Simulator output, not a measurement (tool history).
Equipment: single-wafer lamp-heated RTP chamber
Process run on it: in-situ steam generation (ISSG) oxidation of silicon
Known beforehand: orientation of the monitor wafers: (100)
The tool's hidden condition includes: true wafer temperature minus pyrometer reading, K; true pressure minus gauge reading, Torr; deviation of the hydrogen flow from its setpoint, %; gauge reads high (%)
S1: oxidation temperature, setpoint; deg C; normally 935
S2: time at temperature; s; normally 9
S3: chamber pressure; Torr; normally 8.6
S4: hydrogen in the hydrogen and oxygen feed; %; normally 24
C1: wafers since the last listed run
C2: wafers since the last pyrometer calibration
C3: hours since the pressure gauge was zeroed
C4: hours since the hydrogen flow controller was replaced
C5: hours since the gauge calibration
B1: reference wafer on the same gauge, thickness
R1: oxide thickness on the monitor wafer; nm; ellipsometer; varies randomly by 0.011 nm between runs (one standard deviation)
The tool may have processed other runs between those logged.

run     day   S1  S2   S3  S4    C1    C2      C3      C4     C5     B1     R1
  1       0  935   9  8.6  24     0   476  2359.4  4759.8  572.8  3.769  3.456
  2    1.75  935   9  8.6  24   568  1044  2401.4  4801.8  614.8  3.771  3.468
  3   2.838  935   9  8.6  24   353  1398  2427.5  4827.9  640.9  3.771   3.46
  4   4.138  935   9  8.6  24   422  1820  2458.7  4859.1  672.1  3.772  3.457
  5   5.954  935   9  8.6  24   590  2411  2502.3  4902.7  715.7  3.769  3.443
     10.696  -- gauge calibrated
  6  11.404  935   9  8.6  24  1771  4182  2633.1  5033.5     17  3.775  3.445
  7  12.604  935   9  8.6  24   389  4572  2661.9  5062.3   45.8  3.769  3.461
     13.246  -- pressure gauge zeroed
  8  15.312  935   9  8.6  24   771  5344    49.6  5127.3  110.8  3.762  3.451
  9  16.554  935   9  9.7  29   403  5747    79.4  5157.1  140.6  3.771  3.546
      17.75  -- pyrometer window cleaned and pyrometer calibrated
 10  17.792  935   9  8.6  24   293    13   109.1  5186.8  170.3  3.766   3.45
 11  19.158  935   6  7.3  24   444   457   141.9  5219.6  203.1  3.772  3.043
 12  21.679  922  11  8.6  24   819  1276   202.4  5280.1  263.6  3.771  3.617
     22.854  -- hydrogen flow controller replaced
 13  22.938  935   9  8.6  24   300  1577   232.6       2  293.8  3.773  3.456
 14  25.638  922   7  8.6  24   877  2454   297.4    66.8  358.6  3.762  3.117
 15  27.346  935   9  8.6  19   555  3010   338.4   107.8  399.6  3.768  3.252
 16  29.592  935   9  8.6  31   729  3740   392.3   161.7  453.5  3.772  3.694
 17  32.142  935   6  8.2  24   828  4568   453.5   222.9  514.7   3.77  3.035
 18    33.7  949  11  8.2  24   506  5075   490.9   260.3  552.1   3.77  3.809

Alternative continuations, all from the tool just after run 18; predict every row:
  A  33.717  935   7  8.6  24   5  5080  491.3  260.7  552.5   ?   ?
  B  33.717  935  12  8.6  24   5  5080  491.3  260.7  552.5   ?   ?
  C  33.717  918   6  8.6  16   5  5080  491.3  260.7  552.5   ?   ?
  D  33.717  935   7  7.4  24   5  5080  491.3  260.7  552.5   ?   ?
  E  33.717  922   6   10  15   5  5080  491.3  260.7  552.5   ?   ?

run     B1     R1
  A  3.773  3.187
  B  3.773  3.824
  C  3.773  2.656
  D  3.773  3.203
  E  3.773  2.581
The same runs, with their run-to-run variation unchanged, on a tool lacking any hidden condition would have given:
run     R1
  A  3.187
  B  3.824
  C  2.656
  D  3.203
  E  2.581
